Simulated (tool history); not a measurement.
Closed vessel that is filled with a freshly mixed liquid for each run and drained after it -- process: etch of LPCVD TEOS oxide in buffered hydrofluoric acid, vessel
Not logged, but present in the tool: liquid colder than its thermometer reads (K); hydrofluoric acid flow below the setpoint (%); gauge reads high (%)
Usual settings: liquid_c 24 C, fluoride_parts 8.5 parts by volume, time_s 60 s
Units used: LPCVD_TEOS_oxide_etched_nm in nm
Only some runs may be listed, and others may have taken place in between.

run	hour	liquid_c	fluoride_parts	time_s	wafers since the last listed run	hours since the thermometer was replaced	hours since the hydrofluoric acid flow meter was replaced	hours since the gauge calibration	read-back film thickness of the LPCVD TEOS oxide reference wafer, read on the same gauge (nm)	LPCVD_TEOS_oxide_etched_nm
1	0	24	8.5	60	0	479.6	1372.7	687.4	30	230.96
2	28.7	24	8.5	60	3076	508.3	1401.4	716.1	29.99	231.85
3	47.3	22.5	8.5	60	1994	526.9	1420	734.7	29.99	212.67
4	71.4	22.5	8.5	60	2583	551	1444.1	758.8	30	214.92
5	106.4	24	8.5	60	3752	586	1479.1	793.8	30.01	230.15
6	123.9	24	9.5	60	1876	603.5	1496.6	811.3	30	209.82
# hour 130.2: gauge calibrated
7	151.7	24	6.5	60	2980	631.3	1524.4	21.5	30.04	298.7
# hour 156: hydrofluoric acid flow meter replaced
8	165.5	24	6.5	60	1372	645.1	9.5	35.3	30.03	305.58
9	188	24	8.5	60	2412	667.6	32	57.8	30.02	225.83
10	222.3	24	8.5	60	3677	701.9	66.3	92.1	30.03	228.32
11	249.9	27	8.5	60	2958	729.5	93.9	119.7	29.98	266.48
12	282.9	23	8.5	70	3537	762.5	126.9	152.7	30	253.95
13	309.6	19.5	6.5	50	2862	789.2	153.6	179.4	29.98	193.8
14	326.3	19.5	11.5	35	1790	805.9	170.3	196.1	30	79.56
15	350.2	24	8.5	60	2562	829.8	194.2	220	30	225.09
16	363.6	21.5	8.5	75	1436	843.2	207.6	233.4	30.01	246.66
17	389.1	19	7	60	2733	868.7	233.1	258.9	30	208.22
18	407	20.5	8.5	45	1918	886.6	251	276.8	29.99	138.74
19	437.5	21.5	5.5	75	3269	917.1	281.5	307.3	30.03	370.95
20	463.2	24	8.5	60	2755	942.8	307.2	333	29.99	227.25
21	498.5	22.5	7.5	30	3784	978.1	342.5	368.3	30.01	115.96
22	530.9	21	8.5	60	3473	1010.5	374.9	400.7	29.97	189.33
23	549.6	24	10.5	35	2004	1029.2	393.6	419.4	30.01	110.14
# hour 576.2: thermometer replaced
24	603.6	21	10.5	60	5681	27.4	447.6	473.4	30	170.85
25	634.3	21	8.5	60	3291	58.1	478.3	504.1	29.99	199.76
26	646.6	28.5	5	50	1318	70.4	490.6	516.4	30.01	407.98
27	675	24	10	60	3044	98.8	519	544.8	29.98	208.21
28	690.6	24	11	60	1672	114.4	534.6	560.4	29.99	189.97
29	713.8	27.5	9.5	40	2487	137.6	557.8	583.6	29.99	171.39
30	737.2	19	8.5	60	2508	161	581.2	607	29.98	178.79
31	766.5	24	8.5	60	3141	190.3	610.5	636.3	30.01	239.3
32	800.3	24	7.5	60	3623	224.1	644.3	670.1	30.01	271.18

What the log doesn't show, run by run:
hydrofluoric acid flow below the setpoint (%): 0 in every run
gauge reads high (%): 0 in every run
H1: liquid colder than its thermometer reads (K)
run	H1
1	0.671
2	0.711
3	0.737
4	0.771
5	0.819
6	0.844
7	0.882
8	0.902
9	0.933
10	0.981
11	1.02
12	1.06
13	1.1
14	1.13
15	1.16
16	1.18
17	1.21
18	1.24
19	1.28
20	1.32
21	1.36
22	1.41
23	1.44
24	0.242
25	0.284
26	0.302
27	0.341
28	0.363
29	0.395
30	0.428
31	0.468
32	0.515

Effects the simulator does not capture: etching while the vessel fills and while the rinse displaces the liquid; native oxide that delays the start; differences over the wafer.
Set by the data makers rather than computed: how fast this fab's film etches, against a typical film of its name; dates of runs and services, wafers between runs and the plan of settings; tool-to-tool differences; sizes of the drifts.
